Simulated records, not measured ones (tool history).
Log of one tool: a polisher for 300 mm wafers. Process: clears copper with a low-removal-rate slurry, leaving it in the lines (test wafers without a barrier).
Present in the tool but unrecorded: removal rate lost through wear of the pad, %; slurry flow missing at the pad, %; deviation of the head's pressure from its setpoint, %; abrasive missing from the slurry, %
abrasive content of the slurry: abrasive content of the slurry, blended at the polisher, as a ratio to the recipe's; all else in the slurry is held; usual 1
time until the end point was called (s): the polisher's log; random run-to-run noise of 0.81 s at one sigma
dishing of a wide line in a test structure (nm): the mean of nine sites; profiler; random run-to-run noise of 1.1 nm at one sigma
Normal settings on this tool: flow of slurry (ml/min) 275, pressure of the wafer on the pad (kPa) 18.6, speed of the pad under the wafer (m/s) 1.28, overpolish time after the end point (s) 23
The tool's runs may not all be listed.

run,hour,flow of slurry (ml/min),pressure of the wafer on the pad (kPa),speed of the pad under the wafer (m/s),abrasive content of the slurry,overpolish time after the end point (s),wafers since the last listed run,wafers polished on this pad,hours since the slurry nozzle was cleaned,hours since the head pressure was calibrated,hours since the slurry blender was calibrated,"incoming thickness of the incoming film, nm",time until the end point was called (s),dishing of a wide line in a test structure (nm)
1,0,275,18.6,1.28,1,23,0,794,323.8,723,63.8,376.1,89.1,53.5
# hour 17.2: slurry nozzle cleaned
2,26.6,275,18.6,1.28,1,23,185,979,9.4,749.6,90.4,378.8,89.6,54.1
# hour 53.6: worn pad replaced by a new one
3,56.3,275,18.6,1.28,1,23,186,19,39.1,779.3,120.1,379.1,89,53.4
4,88.3,275,18.6,1.28,1,23,231,251,71.1,811.3,152.1,381.1,90.1,54
5,115.9,275,18.6,1.28,1,23,199,451,98.7,838.9,179.7,376,88.3,54.1
6,140.3,275,18.6,1.28,1,23,176,628,123.1,863.3,204.1,380.4,91.5,54.5
7,164,275,18.6,1.28,1,23,171,799,146.8,887,227.8,381.9,89.9,53.9
8,198.1,275,18.6,1.28,1,23,247,1046,180.9,921.1,261.9,381.9,91.3,50.7
9,224.4,275,18.6,1.28,1.1,23,190,1237,207.2,947.4,288.2,385.9,90.8,52.5
# hour 256.1: worn pad replaced by a new one
# hour 272.7: slurry blender recalibrated
# hour 303.7: head pressure recalibrated
10,320.2,275,18.6,1.28,1.1,23,636,435,303,16.5,47.5,377.8,87.5,53.7
11,335.9,275,18.6,1.28,1.1,23,113,548,318.7,32.2,63.2,384.5,89.2,52.4
# hour 348.7: slurry nozzle cleaned
12,356.4,275,18.6,1.28,1,23,141,690,7.7,52.7,83.7,383.9,90.7,53.1
13,369.6,275,16.5,0.88,1,18,95,785,20.9,65.9,96.9,373.5,127.8,32.1
14,395.1,325,23.4,1.02,1,23,184,970,46.4,91.4,122.4,379.2,84.2,54.6
# hour 411.9: worn pad replaced by a new one
15,426,275,20.7,1.28,1,23,194,102,77.3,122.3,153.3,374.4,80.6,56.5
16,458.8,275,18.6,1.28,1,23,237,339,110.1,155.1,186.1,378.9,90.4,51.7
17,493.6,195,18.6,1.28,1,23,252,591,144.9,189.9,220.9,387.4,92.8,52.3
18,524.8,275,18.6,1.64,1,23,226,817,176.1,221.1,252.1,374.6,75.1,61.2
19,559.9,325,18.6,1.28,1,23,254,1072,211.2,256.2,287.2,385.4,90.9,53.6
# hour 591.9: worn pad replaced by a new one
20,595.3,275,18.6,1.28,1,23,227,24,246.6,291.6,322.6,376,87.7,51.9
21,617.5,275,18.6,1.28,1,23,160,185,268.8,313.8,344.8,385.1,90.3,51.2
# hour 627.5: slurry blender recalibrated
22,640.4,230,20,1.28,1,23,151,337,291.7,336.7,12.9,384,86.2,55
23,669.5,275,18.6,1.28,0.8,23,210,547,320.8,365.8,42,388.1,97.8,51.5
24,688,275,13.8,1.62,1.3,14,134,681,339.3,384.3,60.5,377.5,90.6,35.8
# hour 722.1: slurry nozzle cleaned
25,723.8,275,18.6,1.28,1,19,252,934,1.7,420.1,96.3,377,89.7,45.6
26,738.7,275,18.6,1.28,1,23,107,1041,16.6,435,111.2,377,90.9,51.1
# hour 775.1: worn pad replaced by a new one
27,788.3,275,18.6,1.7,0.9,12,330,95,66.2,484.6,160.8,375.8,72.2,37.6
28,813.2,275,18.6,1.28,1,23,180,276,91.1,509.5,185.7,373.6,88.2,53.6
29,829.1,205,16.5,1.54,1.1,23,115,391,107,525.4,201.6,376.1,84.3,54.3

What if the next run were any one of these 3? Each begins from the tool's condition after run 29:
A,829.6,275,17.2,1.28,1,23,3,395,107.5,525.9,202.1,384.7,?,?
B,829.6,230,18.6,1.28,1,23,3,395,107.5,525.9,202.1,384.7,?,?
C,829.6,275,15.9,1.72,0.9,23,3,395,107.5,525.9,202.1,384.7,?,?

run,time until the end point was called (s),dishing of a wide line in a test structure (nm)
A,95.6,47.4
B,90.6,49.6
C,84.5,51.1
Had the tool no hidden state, the same runs would have come out as:
run,time until the end point was called (s),dishing of a wide line in a test structure (nm)
A,95.2,47.6
B,90.2,49.7
C,84.1,51.3

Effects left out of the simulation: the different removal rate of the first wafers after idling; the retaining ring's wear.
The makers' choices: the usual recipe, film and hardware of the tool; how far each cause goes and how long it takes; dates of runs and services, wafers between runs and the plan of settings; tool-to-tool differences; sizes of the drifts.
